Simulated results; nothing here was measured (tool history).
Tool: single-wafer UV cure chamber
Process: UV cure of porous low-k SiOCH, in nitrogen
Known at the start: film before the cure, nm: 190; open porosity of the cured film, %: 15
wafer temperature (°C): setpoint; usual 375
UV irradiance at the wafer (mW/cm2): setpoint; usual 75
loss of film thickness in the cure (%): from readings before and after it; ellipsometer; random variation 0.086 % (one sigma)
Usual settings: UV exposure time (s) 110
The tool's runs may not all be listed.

run,hour,wafer temperature (°C),UV exposure time (s),UV irradiance at the wafer (mW/cm2),loss of film thickness in the cure (%)
1,0,375,110,75,7.205
2,56.2,375,110,75,7.281
3,161.9,375,110,75,7.198
# hour 202.6: quartz window cleaned
4,215.8,375,110,75,7.534
5,322.3,375,135,75,8.273
6,420.7,375,110,75,7.343
7,487.9,368,110,75,7.129
8,548.7,368,110,75,7.132
9,640.2,368,110,75,7.102
10,731.2,375,110,75,7.209
# hour 739.2: quartz window cleaned
11,791.5,375,110,75,6.64
12,896.1,375,110,75,6.511
13,963.9,375,110,75,6.615
14,1007.6,375,110,75,6.489
15,1108.6,358,65,89,4.879
16,1152.9,364,70,89,5.145
# hour 1172: quartz window cleaned, repeated, since the last time left the tool worse
17,1209.9,375,110,75,7.457
# hour 1317.7: UV bulbs replaced
18,1318.2,369,155,41,6.158
19,1462.2,388,60,40,3.148
20,1519.2,375,95,106,8.127
21,1610.8,392,130,103,9.689

The next listed run, before its measurement:
# hour 1635.4: quartz window cleaned
22,1714.8,358,110,101,?

Run 22 gave loss of film thickness in the cure (%) 8.591.
Without the tool's hidden state the same run would have given loss of film thickness in the cure (%) 8.786.

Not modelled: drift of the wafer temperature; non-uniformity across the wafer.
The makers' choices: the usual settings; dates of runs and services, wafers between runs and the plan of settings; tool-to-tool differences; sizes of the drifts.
